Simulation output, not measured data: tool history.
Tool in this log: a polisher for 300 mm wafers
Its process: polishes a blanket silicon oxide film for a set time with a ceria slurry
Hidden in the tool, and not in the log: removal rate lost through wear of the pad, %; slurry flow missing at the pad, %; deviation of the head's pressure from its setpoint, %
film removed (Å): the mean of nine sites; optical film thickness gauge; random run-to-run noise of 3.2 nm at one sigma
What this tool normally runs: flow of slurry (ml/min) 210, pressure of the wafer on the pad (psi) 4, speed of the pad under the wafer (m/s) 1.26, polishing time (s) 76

| run | hour | flow of slurry (ml/min) | pressure of the wafer on the pad (psi) | speed of the pad under the wafer (m/s) | polishing time (s) | wafers since the last listed run | wafers polished on this pad | hours since the slurry nozzle was cleaned | hours since the head pressure was calibrated | incoming thickness of the incoming film, nm | film removed (Å) |
|---|---|---|---|---|---|---|---|---|---|---|---|
| 1 | 0 | 210 | 4 | 1.26 | 76 | 0 | 421 | 264.9 | 854.2 | 1839.7 | 4051 |
| 2 | 11 | 210 | 4 | 1.26 | 76 | 65 | 486 | 275.9 | 865.2 | 1802 | 4051 |
| 3 | 18.8 | 210 | 4 | 1.26 | 76 | 46 | 533 | 283.7 | 873 | 1848.8 | 4072 |
| 4 | 29.4 | 210 | 4 | 1.26 | 76 | 63 | 597 | 294.3 | 883.6 | 1812.3 | 4028 |
| 5 | 45.3 | 210 | 4 | 1.26 | 76 | 95 | 692 | 310.2 | 899.5 | 1819.1 | 3982 |
| 6 | 55.5 | 245 | 4 | 1.26 | 76 | 61 | 753 | 320.4 | 909.7 | 1841.3 | 4121 |
| 7 | 63.5 | 210 | 4 | 1.26 | 76 | 47 | 801 | 328.4 | 917.7 | 1860.2 | 4007 |
| 8 | 75.2 | 210 | 4.9 | 1.42 | 76 | 70 | 871 | 340.1 | 929.4 | 1844.7 | 5456 |
| 9 | 81.4 | 210 | 4 | 0.86 | 76 | 37 | 908 | 346.3 | 935.6 | 1799.1 | 2793 |
| 10 | 97.7 | 265 | 2.9 | 1.26 | 89 | 97 | 1005 | 362.6 | 951.9 | 1828.8 | 3552 |
|  | 108.5 | worn pad replaced by a new one |
| 11 | 111.2 | 265 | 2.9 | 1.26 | 89 | 56 | 16 | 376.1 | 965.4 | 1850.3 | 3776 |
| 12 | 128 | 210 | 2.9 | 1.26 | 53 | 100 | 116 | 392.9 | 982.2 | 1810.9 | 2172 |
|  | 142.3 | slurry nozzle cleaned |
| 13 | 142.9 | 210 | 4 | 1.26 | 76 | 83 | 199 | 0.6 | 997.1 | 1828.3 | 4236 |
|  | 160.8 | head pressure recalibrated |
| 14 | 161.3 | 235 | 3.4 | 1.38 | 76 | 98 | 298 | 19 | 0.5 | 1843.5 | 3912 |
| 15 | 211.4 | 210 | 4 | 1.26 | 76 | 299 | 598 | 69.1 | 50.6 | 1869.2 | 4001 |

Each row is a separate what-if for the run after 15, all from the same tool condition, not one after another. Results?
| A | 211.8 | 210 | 4 | 1.26 | 76 | 2 | 600 | 69.5 | 51 | 1820 | ? |
| B | 211.8 | 265 | 4 | 1.26 | 69 | 2 | 600 | 69.5 | 51 | 1820 | ? |
| C | 211.8 | 190 | 4 | 0.96 | 102 | 2 | 600 | 69.5 | 51 | 1820 | ? |

| run | film removed (Å) |
|---|---|
| A | 4069 |
| B | 3801 |
| C | 4134 |
Take away the tool's hidden state, keep each run's random variation, and the runs would have read:
| run | film removed (Å) |
|---|---|
| A | 4346 |
| B | 4060 |
| C | 4415 |
